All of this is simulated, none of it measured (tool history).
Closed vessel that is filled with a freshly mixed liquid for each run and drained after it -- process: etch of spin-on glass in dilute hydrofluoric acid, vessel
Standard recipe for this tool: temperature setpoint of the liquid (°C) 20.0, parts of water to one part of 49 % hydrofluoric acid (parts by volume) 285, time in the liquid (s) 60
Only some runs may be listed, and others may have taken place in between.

| run | day | temperature setpoint of the liquid (°C) | parts of water to one part of 49 % hydrofluoric acid (parts by volume) | time in the liquid (s) | read-back film thickness of the spin-on glass reference wafer, read on the same gauge (nm) | thickness taken off the spin-on glass on a monitor wafer (angstrom) |
|---|---|---|---|---|---|---|
| 1 | 0.000 | 20.0 | 285 | 60 | 30.00 | 75.7 |
| 2 | 3.771 | 17.5 | 285 | 60 | 30.02 | 68.7 |
| 3 | 7.533 | 17.5 | 285 | 60 | 30.00 | 68.9 |
| 4 | 9.662 | 17.5 | 285 | 60 | 29.98 | 70.4 |
| 5 | 13.008 | 20.0 | 285 | 60 | 29.98 | 76.5 |
| 6 | 17.317 | 20.0 | 285 | 60 | 30.02 | 76.6 |
| 7 | 21.104 | 20.0 | 285 | 60 | 29.99 | 76.2 |
| 8 | 24.633 | 20.0 | 285 | 60 | 29.97 | 77.1 |
| 9 | 29.012 | 20.0 | 285 | 60 | 30.00 | 76.1 |
| 10 | 30.754 | 17.0 | 285 | 90 | 29.98 | 103.0 |
| 11 | 42.621 | 17.0 | 420 | 60 | 29.98 | 41.4 |
| 12 | 44.450 | 18.5 | 395 | 60 | 30.00 | 48.0 |
| 13 | 47.258 | 18.0 | 150 | 60 | 30.00 | 151.3 |
| 14 | 50.800 | 17.0 | 395 | 40 | 30.03 | 29.9 |
| 15 | 53.325 | 20.0 | 285 | 60 | 29.99 | 76.1 |
| 16 | 55.271 | 17.5 | 285 | 50 | 30.01 | 57.8 |
| 17 | 57.221 | 17.5 | 285 | 80 | 29.98 | 92.8 |
| 18 | 60.633 | 23.0 | 345 | 35 | 29.97 | 39.0 |
| 19 | 62.667 | 20.0 | 285 | 60 | 30.02 | 77.2 |
| 20 | 66.921 | 20.0 | 285 | 60 | 29.96 | 76.1 |
| 21 | 69.258 | 18.0 | 150 | 85 | 29.98 | 216.6 |
| 22 | 71.462 | 17.0 | 200 | 85 | 30.03 | 150.3 |
| 23 | 75.112 | 20.0 | 285 | 45 | 30.01 | 57.3 |
| 24 | 78.367 | 20.0 | 285 | 90 | 29.94 | 113.9 |
| 25 | 82.783 | 20.0 | 285 | 60 | 30.00 | 75.3 |
| 26 | 86.679 | 18.0 | 285 | 85 | 29.98 | 100.0 |
| 27 | 89.650 | 20.0 | 285 | 60 | 30.00 | 76.1 |
| 28 | 91.212 | 17.0 | 205 | 85 | 30.03 | 144.6 |
| 29 | 92.792 | 18.5 | 205 | 60 | 29.99 | 108.4 |
| 30 | 97.133 | 20.0 | 190 | 40 | 30.00 | 82.6 |
| 31 | 101.446 | 20.0 | 335 | 70 | 30.01 | 73.2 |
| 32 | 103.346 | 20.0 | 330 | 60 | 30.01 | 62.8 |
| 33 | 106.267 | 20.0 | 285 | 60 | 29.98 | 74.9 |

Missing from the log above: 5 entries noted between runs. For each, name the pair of listed runs it sits between and say how the tool's hidden condition differs from the listed run just before to the listed run just after:
From run 2 to run 3: hydrofluoric acid flow meter replaced (day 3.929)
  no hidden state differs between the two runs
From run 3 to run 4: thermometer replaced (day 8.946)
  no hidden state differs between the two runs
From run 17 to run 18: hydrofluoric acid flow meter replaced (day 57.592)
  no hidden state differs between the two runs
From run 20 to run 21: gauge calibrated (day 67.192)
  no hidden state differs between the two runs
From run 30 to run 31: thermometer replaced (day 101.112)
  no hidden state differs between the two runs
